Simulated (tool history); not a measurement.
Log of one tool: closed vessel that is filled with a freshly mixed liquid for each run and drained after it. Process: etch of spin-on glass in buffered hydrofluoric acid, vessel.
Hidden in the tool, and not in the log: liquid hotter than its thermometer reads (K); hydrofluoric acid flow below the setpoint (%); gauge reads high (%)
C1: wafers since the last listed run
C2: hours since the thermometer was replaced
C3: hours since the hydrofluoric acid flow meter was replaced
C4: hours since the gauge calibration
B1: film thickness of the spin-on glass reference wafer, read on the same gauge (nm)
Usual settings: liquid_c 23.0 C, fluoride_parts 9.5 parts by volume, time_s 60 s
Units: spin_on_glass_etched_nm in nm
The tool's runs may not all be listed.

{"run": 1, "hour": 0.0, "liquid_c": 23.0, "fluoride_parts": 9.5, "time_s": 60, "C1": 0, "C2": 345.6, "C3": 432.4, "C4": 1273.2, "B1": 90.02, "spin_on_glass_etched_nm": 235.55}
{"run": 2, "hour": 53.9, "liquid_c": 23.0, "fluoride_parts": 9.5, "time_s": 60, "C1": 4997, "C2": 399.5, "C3": 486.3, "C4": 1327.1, "B1": 89.96, "spin_on_glass_etched_nm": 235.95}
{"run": 3, "hour": 116.8, "liquid_c": 23.0, "fluoride_parts": 9.5, "time_s": 60, "C1": 5831, "C2": 462.4, "C3": 549.2, "C4": 1390.0, "B1": 90.01, "spin_on_glass_etched_nm": 233.17}
{"run": 4, "hour": 182.8, "liquid_c": 23.0, "fluoride_parts": 9.5, "time_s": 60, "C1": 6118, "C2": 528.4, "C3": 615.2, "C4": 1456.0, "B1": 90.01, "spin_on_glass_etched_nm": 237.07}
{"hour": 185.7, "done": "thermometer replaced"}
{"run": 5, "hour": 245.6, "liquid_c": 23.0, "fluoride_parts": 9.5, "time_s": 60, "C1": 5729, "C2": 59.9, "C3": 678.0, "C4": 1518.8, "B1": 89.97, "spin_on_glass_etched_nm": 237.81}
{"run": 6, "hour": 280.8, "liquid_c": 23.0, "fluoride_parts": 9.5, "time_s": 60, "C1": 3263, "C2": 95.1, "C3": 713.2, "C4": 1554.0, "B1": 89.97, "spin_on_glass_etched_nm": 234.64}
{"run": 7, "hour": 347.5, "liquid_c": 23.0, "fluoride_parts": 9.5, "time_s": 60, "C1": 6183, "C2": 161.8, "C3": 779.9, "C4": 1620.7, "B1": 90.01, "spin_on_glass_etched_nm": 232.37}
{"run": 8, "hour": 396.9, "liquid_c": 23.0, "fluoride_parts": 9.5, "time_s": 60, "C1": 4579, "C2": 211.2, "C3": 829.3, "C4": 1670.1, "B1": 89.97, "spin_on_glass_etched_nm": 232.16}
{"run": 9, "hour": 424.0, "liquid_c": 23.0, "fluoride_parts": 9.5, "time_s": 60, "C1": 2512, "C2": 238.3, "C3": 856.4, "C4": 1697.2, "B1": 89.98, "spin_on_glass_etched_nm": 232.29}
{"run": 10, "hour": 470.2, "liquid_c": 23.0, "fluoride_parts": 9.5, "time_s": 60, "C1": 4283, "C2": 284.5, "C3": 902.6, "C4": 1743.4, "B1": 90.02, "spin_on_glass_etched_nm": 232.78}
{"run": 11, "hour": 530.1, "liquid_c": 25.0, "fluoride_parts": 7.5, "time_s": 35, "C1": 5553, "C2": 344.4, "C3": 962.5, "C4": 1803.3, "B1": 89.98, "spin_on_glass_etched_nm": 185.84}
{"hour": 544.6, "done": "hydrofluoric acid flow meter replaced"}
{"run": 12, "hour": 592.2, "liquid_c": 23.0, "fluoride_parts": 9.5, "time_s": 60, "C1": 5664, "C2": 406.5, "C3": 47.6, "C4": 1865.4, "B1": 90.02, "spin_on_glass_etched_nm": 238.73}
{"run": 13, "hour": 628.2, "liquid_c": 20.5, "fluoride_parts": 6.0, "time_s": 35, "C1": 3337, "C2": 442.5, "C3": 83.6, "C4": 1901.4, "B1": 90.01, "spin_on_glass_etched_nm": 187.12}
{"run": 14, "hour": 663.5, "liquid_c": 21.5, "fluoride_parts": 6.5, "time_s": 60, "C1": 3272, "C2": 477.8, "C3": 118.9, "C4": 1936.7, "B1": 89.97, "spin_on_glass_etched_nm": 320.11}
{"run": 15, "hour": 717.6, "liquid_c": 23.0, "fluoride_parts": 9.5, "time_s": 60, "C1": 5015, "C2": 531.9, "C3": 173.0, "C4": 1990.8, "B1": 89.98, "spin_on_glass_etched_nm": 236.23}
{"hour": 732.2, "done": "gauge calibrated"}
{"hour": 755.9, "done": "thermometer replaced"}
{"run": 16, "hour": 757.1, "liquid_c": 23.0, "fluoride_parts": 9.5, "time_s": 90, "C1": 3569, "C2": 1.2, "C3": 212.5, "C4": 24.9, "B1": 90.0, "spin_on_glass_etched_nm": 363.34}
{"run": 17, "hour": 807.1, "liquid_c": 20.5, "fluoride_parts": 9.5, "time_s": 60, "C1": 4635, "C2": 51.2, "C3": 262.5, "C4": 74.9, "B1": 89.96, "spin_on_glass_etched_nm": 206.85}
{"run": 18, "hour": 842.1, "liquid_c": 23.0, "fluoride_parts": 9.5, "time_s": 60, "C1": 3244, "C2": 86.2, "C3": 297.5, "C4": 109.9, "B1": 90.01, "spin_on_glass_etched_nm": 236.28}
{"run": 19, "hour": 870.7, "liquid_c": 23.0, "fluoride_parts": 9.5, "time_s": 60, "C1": 2651, "C2": 114.8, "C3": 326.1, "C4": 138.5, "B1": 89.99, "spin_on_glass_etched_nm": 237.55}
{"run": 20, "hour": 910.2, "liquid_c": 18.5, "fluoride_parts": 13.0, "time_s": 90, "C1": 3662, "C2": 154.3, "C3": 365.6, "C4": 178.0, "B1": 90.04, "spin_on_glass_etched_nm": 203.32}
{"run": 21, "hour": 954.9, "liquid_c": 21.5, "fluoride_parts": 9.5, "time_s": 60, "C1": 4144, "C2": 199.0, "C3": 410.3, "C4": 222.7, "B1": 90.0, "spin_on_glass_etched_nm": 217.48}
{"run": 22, "hour": 1019.1, "liquid_c": 19.5, "fluoride_parts": 7.0, "time_s": 80, "C1": 5951, "C2": 263.2, "C3": 474.5, "C4": 286.9, "B1": 90.03, "spin_on_glass_etched_nm": 344.91}
{"run": 23, "hour": 1117.7, "liquid_c": 23.0, "fluoride_parts": 9.5, "time_s": 60, "C1": 9141, "C2": 361.8, "C3": 573.1, "C4": 385.5, "B1": 89.98, "spin_on_glass_etched_nm": 233.81}
{"run": 24, "hour": 1148.5, "liquid_c": 23.0, "fluoride_parts": 10.5, "time_s": 60, "C1": 2855, "C2": 392.6, "C3": 603.9, "C4": 416.3, "B1": 90.0, "spin_on_glass_etched_nm": 212.98}
{"run": 25, "hour": 1174.6, "liquid_c": 24.5, "fluoride_parts": 9.5, "time_s": 85, "C1": 2419, "C2": 418.7, "C3": 630.0, "C4": 442.4, "B1": 89.97, "spin_on_glass_etched_nm": 366.17}
{"run": 26, "hour": 1246.0, "liquid_c": 23.0, "fluoride_parts": 9.5, "time_s": 60, "C1": 6619, "C2": 490.1, "C3": 701.4, "C4": 513.8, "B1": 90.01, "spin_on_glass_etched_nm": 234.01}
{"run": 27, "hour": 1289.3, "liquid_c": 20.5, "fluoride_parts": 11.0, "time_s": 40, "C1": 4014, "C2": 533.4, "C3": 744.7, "C4": 557.1, "B1": 89.95, "spin_on_glass_etched_nm": 118.34}
{"hour": 1309.8, "done": "thermometer replaced"}
{"run": 28, "hour": 1349.5, "liquid_c": 23.0, "fluoride_parts": 9.5, "time_s": 60, "C1": 5488, "C2": 39.7, "C3": 804.9, "C4": 617.3, "B1": 89.95, "spin_on_glass_etched_nm": 229.95}
{"run": 29, "hour": 1389.1, "liquid_c": 23.0, "fluoride_parts": 5.5, "time_s": 70, "C1": 3671, "C2": 79.3, "C3": 844.5, "C4": 656.9, "B1": 89.98, "spin_on_glass_etched_nm": 446.79}
{"run": 30, "hour": 1443.3, "liquid_c": 24.5, "fluoride_parts": 12.5, "time_s": 60, "C1": 5024, "C2": 133.5, "C3": 898.7, "C4": 711.1, "B1": 90.0, "spin_on_glass_etched_nm": 195.02}
{"run": 31, "hour": 1474.5, "liquid_c": 27.5, "fluoride_parts": 10.5, "time_s": 60, "C1": 2892, "C2": 164.7, "C3": 929.9, "C4": 742.3, "B1": 89.97, "spin_on_glass_etched_nm": 265.72}
{"run": 32, "hour": 1544.0, "liquid_c": 23.0, "fluoride_parts": 9.5, "time_s": 60, "C1": 6443, "C2": 234.2, "C3": 999.4, "C4": 811.8, "B1": 90.02, "spin_on_glass_etched_nm": 229.16}
{"run": 33, "hour": 1587.8, "liquid_c": 23.0, "fluoride_parts": 5.5, "time_s": 60, "C1": 4060, "C2": 278.0, "C3": 1043.2, "C4": 855.6, "B1": 90.01, "spin_on_glass_etched_nm": 383.5}

Forecast each of these 4 alternatives for the next run:
{"run": "A", "hour": 1588.5, "liquid_c": 25.0, "fluoride_parts": 9.5, "time_s": 60, "C1": 64, "C2": 278.7, "C3": 1043.9, "C4": 856.3, "B1": "?", "spin_on_glass_etched_nm": "?"}
{"run": "B", "hour": 1588.5, "liquid_c": 23.0, "fluoride_parts": 9.5, "time_s": 70, "C1": 64, "C2": 278.7, "C3": 1043.9, "C4": 856.3, "B1": "?", "spin_on_glass_etched_nm": "?"}
{"run": "C", "hour": 1588.5, "liquid_c": 21.0, "fluoride_parts": 8.5, "time_s": 40, "C1": 64, "C2": 278.7, "C3": 1043.9, "C4": 856.3, "B1": "?", "spin_on_glass_etched_nm": "?"}
{"run": "D", "hour": 1588.5, "liquid_c": 20.5, "fluoride_parts": 9.5, "time_s": 75, "C1": 64, "C2": 278.7, "C3": 1043.9, "C4": 856.3, "B1": "?", "spin_on_glass_etched_nm": "?"}

run=A B1=90.01 spin_on_glass_etched_nm=258.24
run=B B1=90.01 spin_on_glass_etched_nm=270.16
run=C B1=90.01 spin_on_glass_etched_nm=148.61
run=D B1=90.01 spin_on_glass_etched_nm=252.06
Without the tool's hidden state the same runs would have given:
run=A spin_on_glass_etched_nm=268.53
run=B spin_on_glass_etched_nm=280.93
run=C spin_on_glass_etched_nm=158.24
run=D spin_on_glass_etched_nm=262.12
